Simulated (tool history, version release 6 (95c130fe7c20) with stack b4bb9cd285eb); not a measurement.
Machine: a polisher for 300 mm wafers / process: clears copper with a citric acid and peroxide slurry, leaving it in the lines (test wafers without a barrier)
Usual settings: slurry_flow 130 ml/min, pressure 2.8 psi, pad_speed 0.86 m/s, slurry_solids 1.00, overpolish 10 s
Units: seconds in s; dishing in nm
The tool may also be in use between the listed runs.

| run | hour | slurry_flow | pressure | pad_speed | slurry_solids | overpolish | wafers since the last listed run | wafers polished on this pad | hours since the slurry nozzle was cleaned | hours since the head pressure was calibrated | hours since the slurry blender was calibrated | incoming thickness of the incoming film, nm | seconds | dishing |
|---|---|---|---|---|---|---|---|---|---|---|---|---|---|---|
| 1 | 0.0 | 165 | 2.8 | 0.86 | 1.00 | 10 | 0 | 153 | 577.9 | 1103.4 | 253.1 | 242.9 | 133.9 | 14.9 |
| 2 | 11.4 | 165 | 2.8 | 0.86 | 1.00 | 10 | 69 | 223 | 589.3 | 1114.8 | 264.5 | 239.8 | 131.7 | 14.3 |
| 3 | 28.2 | 165 | 2.8 | 0.86 | 1.00 | 10 | 102 | 325 | 606.1 | 1131.6 | 281.3 | 234.8 | 127.3 | 14.5 |
| 4 | 46.1 | 110 | 2.8 | 0.86 | 1.00 | 10 | 109 | 434 | 624.0 | 1149.5 | 299.2 | 237.8 | 144.4 | 13.1 |
| 5 | 57.8 | 110 | 2.8 | 0.86 | 1.00 | 10 | 71 | 505 | 635.7 | 1161.2 | 310.9 | 237.0 | 142.3 | 12.7 |
| 6 | 72.3 | 110 | 2.8 | 0.86 | 1.00 | 10 | 88 | 594 | 650.2 | 1175.7 | 325.4 | 238.7 | 146.1 | 12.9 |
|  | 80.5 | slurry nozzle cleaned |
| 7 | 87.3 | 130 | 2.8 | 0.86 | 1.00 | 10 | 85 | 679 | 6.8 | 1190.7 | 340.4 | 237.4 | 142.5 | 13.1 |
| 8 | 94.6 | 130 | 2.0 | 0.78 | 1.00 | 12 | 44 | 724 | 14.1 | 1198.0 | 347.7 | 241.9 | 225.8 | 10.6 |
| 9 | 104.1 | 95 | 2.8 | 0.86 | 1.00 | 10 | 57 | 782 | 23.6 | 1207.5 | 357.2 | 237.8 | 156.4 | 12.1 |
| 10 | 114.0 | 130 | 2.8 | 0.86 | 1.00 | 10 | 60 | 842 | 33.5 | 1217.4 | 367.1 | 237.3 | 148.4 | 12.6 |
|  | 122.4 | worn pad replaced by a new one |
|  | 124.5 | head pressure recalibrated |
| 11 | 125.0 | 130 | 2.8 | 0.86 | 1.00 | 10 | 30 | 3 | 44.5 | 0.5 | 378.1 | 241.1 | 150.0 | 12.8 |
|  | 133.0 | slurry blender recalibrated |
| 12 | 133.5 | 110 | 2.8 | 0.86 | 1.00 | 10 | 39 | 43 | 53.0 | 9.0 | 0.5 | 236.5 | 157.3 | 12.4 |
| 13 | 147.1 | 130 | 2.1 | 1.04 | 1.00 | 13 | 82 | 126 | 66.6 | 22.6 | 14.1 | 237.4 | 164.2 | 14.5 |
| 14 | 159.4 | 130 | 2.8 | 0.86 | 1.00 | 10 | 74 | 201 | 78.9 | 34.9 | 26.4 | 241.2 | 161.5 | 12.8 |
| 15 | 170.0 | 90 | 2.8 | 0.86 | 1.00 | 6 | 64 | 265 | 89.5 | 45.5 | 37.0 | 240.8 | 172.1 | 7.3 |
| 16 | 184.3 | 130 | 2.5 | 1.02 | 1.00 | 10 | 87 | 352 | 103.8 | 59.8 | 51.3 | 237.2 | 143.8 | 13.1 |
| 17 | 199.5 | 165 | 3.2 | 1.02 | 1.00 | 13 | 92 | 445 | 119.0 | 75.0 | 66.5 | 240.4 | 112.9 | 20.6 |
| 18 | 252.0 | 90 | 3.4 | 0.86 | 0.70 | 10 | 320 | 765 | 171.5 | 127.5 | 119.0 | 242.8 | 155.6 | 12.9 |
| 19 | 260.1 | 130 | 2.8 | 0.86 | 1.00 | 10 | 49 | 815 | 179.6 | 135.6 | 127.1 | 235.1 | 162.3 | 12.0 |
| 20 | 269.6 | 130 | 2.8 | 0.86 | 1.00 | 10 | 57 | 872 | 189.1 | 145.1 | 136.6 | 242.0 | 166.0 | 11.5 |
| 21 | 277.7 | 105 | 2.3 | 1.06 | 1.00 | 10 | 49 | 922 | 197.2 | 153.2 | 144.7 | 239.6 | 172.0 | 11.6 |
| 22 | 291.0 | 150 | 2.8 | 1.02 | 1.00 | 5 | 81 | 1003 | 210.5 | 166.5 | 158.0 | 242.8 | 137.9 | 7.2 |
| 23 | 306.9 | 130 | 2.5 | 1.02 | 1.00 | 10 | 96 | 1100 | 226.4 | 182.4 | 173.9 | 240.2 | 160.1 | 12.1 |
|  | 313.6 | worn pad replaced by a new one |
| 24 | 322.6 | 130 | 2.8 | 0.86 | 1.00 | 8 | 71 | 55 | 242.1 | 198.1 | 189.6 | 244.4 | 147.8 | 10.8 |
| 25 | 363.6 | 130 | 2.8 | 0.86 | 1.00 | 10 | 249 | 305 | 283.1 | 239.1 | 230.6 | 240.9 | 145.6 | 13.0 |
| 26 | 373.6 | 160 | 2.8 | 1.16 | 1.10 | 15 | 60 | 366 | 293.1 | 249.1 | 240.6 | 237.7 | 105.6 | 24.2 |
| 27 | 385.6 | 130 | 3.4 | 1.10 | 1.00 | 14 | 73 | 439 | 305.1 | 261.1 | 252.6 | 244.6 | 99.9 | 26.3 |
| 28 | 398.8 | 130 | 3.4 | 0.86 | 1.30 | 8 | 80 | 519 | 318.3 | 274.3 | 265.8 | 239.9 | 119.7 | 12.6 |
| 29 | 407.1 | 130 | 2.3 | 0.86 | 0.85 | 7 | 50 | 570 | 326.6 | 282.6 | 274.1 | 240.4 | 184.9 | 7.3 |

Forecast each of these 4 alternatives for the next run:
| A | 407.6 | 130 | 2.1 | 0.86 | 1.00 | 10 | 3 | 573 | 327.1 | 283.1 | 274.6 | 240.5 | ? | ? |
| B | 407.6 | 130 | 2.8 | 0.86 | 1.00 | 12 | 3 | 573 | 327.1 | 283.1 | 274.6 | 240.5 | ? | ? |
| C | 407.6 | 170 | 3.8 | 1.12 | 1.00 | 10 | 3 | 573 | 327.1 | 283.1 | 274.6 | 240.5 | ? | ? |
| D | 407.6 | 100 | 3.4 | 1.12 | 1.00 | 6 | 3 | 573 | 327.1 | 283.1 | 274.6 | 240.5 | ? | ? |

| run | seconds | dishing |
|---|---|---|
| A | 197.2 | 10.0 |
| B | 149.3 | 15.4 |
| C | 82.0 | 22.4 |
| D | 100.3 | 11.7 |
With the hidden condition removed and each run's random variation left untouched, the same runs would have given:
| run | seconds | dishing |
|---|---|---|
| A | 193.1 | 10.2 |
| B | 146.3 | 15.6 |
| C | 80.3 | 22.8 |
| D | 98.3 | 11.9 |

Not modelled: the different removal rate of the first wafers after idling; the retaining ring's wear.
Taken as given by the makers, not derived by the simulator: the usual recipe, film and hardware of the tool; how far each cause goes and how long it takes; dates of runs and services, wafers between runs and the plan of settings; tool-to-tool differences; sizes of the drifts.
